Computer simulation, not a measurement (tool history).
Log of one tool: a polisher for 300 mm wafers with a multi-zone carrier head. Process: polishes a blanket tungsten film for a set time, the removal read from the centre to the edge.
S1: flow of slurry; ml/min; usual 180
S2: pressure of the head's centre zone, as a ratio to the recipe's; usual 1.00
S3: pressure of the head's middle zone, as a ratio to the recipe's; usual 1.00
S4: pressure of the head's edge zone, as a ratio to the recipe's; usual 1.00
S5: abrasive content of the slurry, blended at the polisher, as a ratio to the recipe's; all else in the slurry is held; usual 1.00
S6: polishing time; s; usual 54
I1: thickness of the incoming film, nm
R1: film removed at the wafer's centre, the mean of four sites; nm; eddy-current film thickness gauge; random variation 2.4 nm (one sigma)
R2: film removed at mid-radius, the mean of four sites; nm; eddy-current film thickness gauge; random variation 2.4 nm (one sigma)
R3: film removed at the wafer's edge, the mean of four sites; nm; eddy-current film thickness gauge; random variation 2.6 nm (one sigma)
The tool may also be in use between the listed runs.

{"run": 1, "hour": 0.0, "S1": 180, "S2": 1.0, "S3": 1.0, "S4": 1.0, "S5": 1.0, "S6": 62, "I1": 975.5, "R1": 232.6, "R2": 233.1, "R3": 237.6}
{"run": 2, "hour": 4.7, "S1": 180, "S2": 1.0, "S3": 1.09, "S4": 1.0, "S5": 1.0, "S6": 54, "I1": 993.0, "R1": 197.5, "R2": 213.1, "R3": 213.4}
{"run": 3, "hour": 14.5, "S1": 180, "S2": 0.97, "S3": 1.0, "S4": 1.0, "S5": 1.0, "S6": 54, "I1": 994.8, "R1": 193.9, "R2": 201.9, "R3": 209.0}
{"run": 4, "hour": 28.1, "S1": 180, "S2": 1.0, "S3": 1.0, "S4": 1.06, "S5": 1.0, "S6": 61, "I1": 991.1, "R1": 221.0, "R2": 231.5, "R3": 239.9}
{"run": 5, "hour": 42.7, "S1": 180, "S2": 1.0, "S3": 1.0, "S4": 1.0, "S5": 1.2, "S6": 54, "I1": 975.1, "R1": 209.8, "R2": 215.1, "R3": 222.6}
{"hour": 45.6, "done": "edge zone pressure recalibrated"}
{"run": 6, "hour": 55.7, "S1": 180, "S2": 1.0, "S3": 1.0, "S4": 0.95, "S5": 1.0, "S6": 54, "I1": 994.4, "R1": 197.4, "R2": 203.4, "R3": 209.6}
{"run": 7, "hour": 71.3, "S1": 245, "S2": 1.0, "S3": 1.1, "S4": 0.89, "S5": 0.7, "S6": 54, "I1": 980.1, "R1": 187.2, "R2": 208.3, "R3": 185.0}
{"run": 8, "hour": 82.2, "S1": 180, "S2": 1.0, "S3": 0.97, "S4": 1.0, "S5": 1.15, "S6": 54, "I1": 983.9, "R1": 202.6, "R2": 203.0, "R3": 220.8}
{"run": 9, "hour": 92.0, "S1": 180, "S2": 1.0, "S3": 1.0, "S4": 1.0, "S5": 1.0, "S6": 54, "I1": 998.4, "R1": 200.5, "R2": 199.0, "R3": 207.7}
{"run": 10, "hour": 99.8, "S1": 225, "S2": 1.0, "S3": 1.0, "S4": 1.0, "S5": 1.0, "S6": 39, "I1": 989.0, "R1": 147.7, "R2": 149.3, "R3": 156.4}
{"run": 11, "hour": 115.6, "S1": 180, "S2": 0.97, "S3": 1.0, "S4": 1.0, "S5": 1.0, "S6": 54, "I1": 1000.5, "R1": 189.6, "R2": 204.4, "R3": 208.1}
{"hour": 120.4, "done": "worn pad replaced by a new one"}
{"run": 12, "hour": 131.9, "S1": 180, "S2": 0.9, "S3": 1.0, "S4": 0.93, "S5": 1.0, "S6": 54, "I1": 990.7, "R1": 180.9, "R2": 202.5, "R3": 203.4}
{"run": 13, "hour": 148.2, "S1": 180, "S2": 1.0, "S3": 0.94, "S4": 1.0, "S5": 1.0, "S6": 54, "I1": 994.6, "R1": 192.1, "R2": 191.6, "R3": 207.9}
{"hour": 153.6, "done": "centre zone pressure recalibrated"}
{"run": 14, "hour": 156.6, "S1": 180, "S2": 1.0, "S3": 1.0, "S4": 1.0, "S5": 1.0, "S6": 67, "I1": 984.9, "R1": 242.8, "R2": 254.0, "R3": 260.6}
{"run": 15, "hour": 189.8, "S1": 180, "S2": 1.0, "S3": 0.92, "S4": 1.0, "S5": 1.0, "S6": 65, "I1": 1004.0, "R1": 236.4, "R2": 228.2, "R3": 248.4}
{"run": 16, "hour": 207.1, "S1": 180, "S2": 1.0, "S3": 1.0, "S4": 1.0, "S5": 1.0, "S6": 54, "I1": 998.2, "R1": 196.2, "R2": 198.8, "R3": 202.6}
{"run": 17, "hour": 214.2, "S1": 180, "S2": 0.97, "S3": 1.0, "S4": 1.0, "S5": 1.0, "S6": 54, "I1": 979.3, "R1": 192.1, "R2": 202.7, "R3": 210.8}
{"run": 18, "hour": 223.6, "S1": 180, "S2": 1.0, "S3": 0.89, "S4": 1.0, "S5": 1.25, "S6": 54, "I1": 972.9, "R1": 210.6, "R2": 196.7, "R3": 223.4}
{"run": 19, "hour": 232.8, "S1": 180, "S2": 1.0, "S3": 1.0, "S4": 1.0, "S5": 1.0, "S6": 54, "I1": 1000.5, "R1": 192.3, "R2": 200.0, "R3": 210.9}
{"run": 20, "hour": 244.9, "S1": 180, "S2": 0.91, "S3": 1.0, "S4": 1.0, "S5": 0.75, "S6": 68, "I1": 980.7, "R1": 212.6, "R2": 227.9, "R3": 240.5}
{"run": 21, "hour": 252.1, "S1": 140, "S2": 0.95, "S3": 1.0, "S4": 1.0, "S5": 1.0, "S6": 54, "I1": 995.1, "R1": 180.7, "R2": 189.5, "R3": 198.3}
{"run": 22, "hour": 266.8, "S1": 180, "S2": 0.9, "S3": 1.07, "S4": 1.03, "S5": 1.0, "S6": 68, "I1": 983.3, "R1": 229.6, "R2": 266.5, "R3": 264.3}
{"hour": 271.1, "done": "worn pad replaced by a new one"}
{"run": 23, "hour": 282.5, "S1": 180, "S2": 1.0, "S3": 1.0, "S4": 1.0, "S5": 1.0, "S6": 63, "I1": 968.9, "R1": 225.0, "R2": 232.2, "R3": 244.2}

3 ways to go on from here, each from the tool as it stands after run 23. What would each give?
{"run": "A", "hour": 282.9, "S1": 180, "S2": 0.94, "S3": 1.0, "S4": 1.0, "S5": 1.0, "S6": 54, "I1": 986.2, "R1": "?", "R2": "?", "R3": "?"}
{"run": "B", "hour": 282.9, "S1": 180, "S2": 0.89, "S3": 1.0, "S4": 1.0, "S5": 0.75, "S6": 54, "I1": 986.2, "R1": "?", "R2": "?", "R3": "?"}
{"run": "C", "hour": 282.9, "S1": 180, "S2": 1.0, "S3": 1.0, "S4": 1.0, "S5": 0.75, "S6": 54, "I1": 986.2, "R1": "?", "R2": "?", "R3": "?"}

run=A R1=188.4 R2=195.8 R3=207.1
run=B R1=166.3 R2=178.9 R3=189.2
run=C R1=179.1 R2=178.9 R3=189.2
Without the tool's hidden state the same runs would have given:
run=A R1=200.6 R2=207.1 R3=215.6
run=B R1=177.1 R2=189.2 R3=196.9
run=C R1=190.7 R2=189.2 R3=196.9
